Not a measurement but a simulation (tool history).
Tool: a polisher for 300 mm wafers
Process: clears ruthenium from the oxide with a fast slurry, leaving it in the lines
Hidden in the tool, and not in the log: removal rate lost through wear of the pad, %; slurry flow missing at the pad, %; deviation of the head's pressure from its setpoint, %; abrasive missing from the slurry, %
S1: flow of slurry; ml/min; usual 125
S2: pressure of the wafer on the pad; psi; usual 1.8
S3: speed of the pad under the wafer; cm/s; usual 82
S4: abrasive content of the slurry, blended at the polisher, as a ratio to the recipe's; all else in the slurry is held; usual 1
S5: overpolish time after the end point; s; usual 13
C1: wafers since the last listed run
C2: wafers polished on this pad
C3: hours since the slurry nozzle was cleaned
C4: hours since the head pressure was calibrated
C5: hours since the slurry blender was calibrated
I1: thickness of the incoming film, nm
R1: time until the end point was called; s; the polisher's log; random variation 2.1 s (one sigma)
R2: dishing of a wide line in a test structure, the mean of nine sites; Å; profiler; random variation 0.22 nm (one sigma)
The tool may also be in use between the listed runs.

run 1 hour=0 | S1=110 S2=1.8 S3=82 S4=1 S5=13 | C1=0 C2=1422 C3=200.4 C4=569.3 C5=194 | I1=294.2 | R1=168 R2=179
-- hour=55.1 worn pad replaced by a new one
run 2 hour=94.6 | S1=110 S2=1.8 S3=82 S4=1 S5=13 | C1=507 C2=221 C3=295 C4=663.9 C5=288.6 | I1=289.1 | R1=179 R2=170
-- hour=98.2 slurry nozzle cleaned
-- hour=113.5 slurry blender recalibrated
run 3 hour=193.2 | S1=110 S2=1.8 S3=82 S4=1 S5=13 | C1=535 C2=757 C3=95 C4=762.5 C5=79.7 | I1=291.7 | R1=156.9 R2=183
run 4 hour=270.4 | S1=125 S2=1.8 S3=82 S4=1 S5=7 | C1=432 C2=1190 C3=172.2 C4=839.7 C5=156.9 | I1=286.8 | R1=154.8 R2=109
run 5 hour=315.3 | S1=125 S2=1.8 S3=82 S4=1 S5=7 | C1=251 C2=1441 C3=217.1 C4=884.6 C5=201.8 | I1=287.8 | R1=158.1 R2=108
-- hour=357.8 worn pad replaced by a new one
-- hour=361 slurry blender recalibrated
run 6 hour=388.4 | S1=125 S2=1.8 S3=82 S4=1 S5=13 | C1=376 C2=160 C3=290.2 C4=957.7 C5=27.4 | I1=295.5 | R1=155.3 R2=190
-- hour=398.4 slurry nozzle cleaned
run 7 hour=492.5 | S1=125 S2=1.8 S3=82 S4=1 S5=13 | C1=577 C2=738 C3=94.1 C4=1061.8 C5=131.5 | I1=285.1 | R1=153.4 R2=189
-- hour=548.3 head pressure recalibrated
run 8 hour=586.2 | S1=125 S2=1.8 S3=82 S4=1 S5=13 | C1=514 C2=1252 C3=187.8 C4=37.9 C5=225.2 | I1=289.6 | R1=169.4 R2=181
-- hour=637.5 worn pad replaced by a new one
-- hour=642.7 slurry blender recalibrated
run 9 hour=685.3 | S1=125 S2=1.8 S3=82 S4=1 S5=13 | C1=521 C2=256 C3=286.9 C4=137 C5=42.6 | I1=291.3 | R1=154 R2=193
-- hour=740.4 slurry nozzle cleaned
run 10 hour=751.4 | S1=125 S2=1.6 S3=82 S4=1 S5=13 | C1=364 C2=621 C3=11 C4=203.1 C5=108.7 | I1=291.1 | R1=169.4 R2=176
run 11 hour=850.5 | S1=125 S2=1.8 S3=62 S4=0.75 S5=13 | C1=555 C2=1177 C3=110.1 C4=302.2 C5=207.8 | I1=286.3 | R1=278.3 R2=113
-- hour=875.1 worn pad replaced by a new one
-- hour=927.1 slurry blender recalibrated
run 12 hour=927.6 | S1=125 S2=1.8 S3=58 S4=1 S5=13 | C1=398 C2=283 C3=187.2 C4=379.3 C5=0.5 | I1=290.3 | R1=207.7 R2=151
run 13 hour=980.6 | S1=125 S2=1.8 S3=110 S4=1.15 S5=17 | C1=297 C2=580 C3=240.2 C4=432.3 C5=53.5 | I1=292.7 | R1=110.2 R2=304
-- hour=1040.2 slurry nozzle cleaned
run 14 hour=1040.7 | S1=125 S2=1.8 S3=82 S4=1 S5=13 | C1=331 C2=911 C3=0.5 C4=492.4 C5=113.6 | I1=292.8 | R1=155.9 R2=190
run 15 hour=1130 | S1=125 S2=1.5 S3=60 S4=1 S5=8 | C1=500 C2=1412 C3=89.8 C4=581.7 C5=202.9 | I1=286.1 | R1=230.3 R2=84
-- hour=1149.9 worn pad replaced by a new one
-- hour=1202.8 slurry blender recalibrated
run 16 hour=1225.3 | S1=125 S2=1.8 S3=82 S4=1 S5=13 | C1=500 C2=411 C3=185.1 C4=677 C5=22.5 | I1=291.1 | R1=153.4 R2=190
run 17 hour=1277.6 | S1=100 S2=1.8 S3=82 S4=1.1 S5=13 | C1=293 C2=704 C3=237.4 C4=729.3 C5=74.8 | I1=293.1 | R1=148.6 R2=194
-- hour=1358.4 slurry nozzle cleaned
run 18 hour=1362.2 | S1=125 S2=2.4 S3=82 S4=1 S5=13 | C1=468 C2=1173 C3=3.8 C4=813.9 C5=159.4 | I1=293.6 | R1=133.4 R2=218

What the log doesn't show, run by run:
removal rate lost through wear of the pad, %: 0 in every run
slurry flow missing at the pad, %: 0 in every run
deviation of the head's pressure from its setpoint, %: 0 in every run
H1: abrasive missing from the slurry, %
run=1 H1=6.61
run=2 H1=13.8
run=3 H1=1.18
run=4 H1=4.07
run=5 H1=6.62
run=6 H1=0.345
run=7 H1=2.97
run=8 H1=8.26
run=9 H1=0.698
run=10 H1=2.28
run=11 H1=7.25
run=12 H1=0.934
run=13 H1=1.39
run=14 H1=2.98
run=15 H1=7.45
run=16 H1=0.464
run=17 H1=1.27
run=18 H1=4.41
